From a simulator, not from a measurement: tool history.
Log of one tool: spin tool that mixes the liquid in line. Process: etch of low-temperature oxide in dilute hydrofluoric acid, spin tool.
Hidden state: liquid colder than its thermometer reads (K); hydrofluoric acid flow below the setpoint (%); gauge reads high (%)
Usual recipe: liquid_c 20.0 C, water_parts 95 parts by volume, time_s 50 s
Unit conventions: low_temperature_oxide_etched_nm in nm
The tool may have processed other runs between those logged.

run	hour	liquid_c	water_parts	time_s	wafers since the last listed run	hours since the thermometer was replaced	hours since the hydrofluoric acid flow meter was replaced	hours since the gauge calibration	read-back film thickness of the low-temperature oxide reference wafer, read on the same gauge (nm)	low_temperature_oxide_etched_nm
1	0.0	20.0	95	50	0	1263.9	1524.5	117.5	80.01	11.95
# hour 17.0: gauge calibrated
2	26.4	20.0	95	50	399	1290.3	1550.9	9.4	80.01	11.90
3	41.1	20.0	75	50	222	1305.0	1565.6	24.1	80.00	15.49
4	48.7	20.0	75	50	115	1312.6	1573.2	31.7	80.02	15.36
5	62.7	20.0	95	50	212	1326.6	1587.2	45.7	80.01	11.87
6	79.5	20.0	95	50	254	1343.4	1604.0	62.5	80.04	11.91
7	90.6	20.0	95	50	168	1354.5	1615.1	73.6	79.99	11.88
8	103.3	20.0	95	50	192	1367.2	1627.8	86.3	80.00	11.89
# hour 121.8: thermometer replaced
9	122.3	23.5	95	50	272	0.5	1646.8	105.3	79.98	13.67
10	135.9	23.5	95	50	205	14.1	1660.4	118.9	79.98	13.70
11	144.7	17.0	75	50	133	22.9	1669.2	127.7	80.00	13.62
12	154.1	17.0	45	65	142	32.3	1678.6	137.1	80.01	30.43
# hour 161.1: gauge calibrated
# hour 161.3: hydrofluoric acid flow meter replaced
13	161.8	18.5	115	30	101	40.0	0.5	0.7	80.01	5.86
14	171.2	18.0	80	40	142	49.4	9.9	10.1	80.00	11.46
15	186.0	23.5	95	50	224	64.2	24.7	24.9	79.99	14.78
16	196.8	17.0	70	25	163	75.0	35.5	35.7	80.04	7.96
17	207.2	20.0	95	50	157	85.4	45.9	46.1	80.01	12.83
18	218.2	20.0	65	35	166	96.4	56.9	57.1	80.01	13.59
19	228.2	17.5	95	25	151	106.4	66.9	67.1	80.00	5.81
20	253.1	20.0	95	50	377	131.3	91.8	92.0	79.99	12.77

Forecast each of these 3 alternatives for the next run:
A	253.5	20.0	95	50	6	131.7	92.2	92.4	?	?
B	253.5	20.0	65	65	6	131.7	92.2	92.4	?	?
C	253.5	17.0	110	65	6	131.7	92.2	92.4	?	?

run	read-back film thickness of the low-temperature oxide reference wafer, read on the same gauge (nm)	low_temperature_oxide_etched_nm
A	80.02	12.83
B	80.02	25.25
C	80.02	12.51
Without the tool's unlogged condition, the same runs would have read:
run	low_temperature_oxide_etched_nm
A	13.09
B	25.74
C	12.76
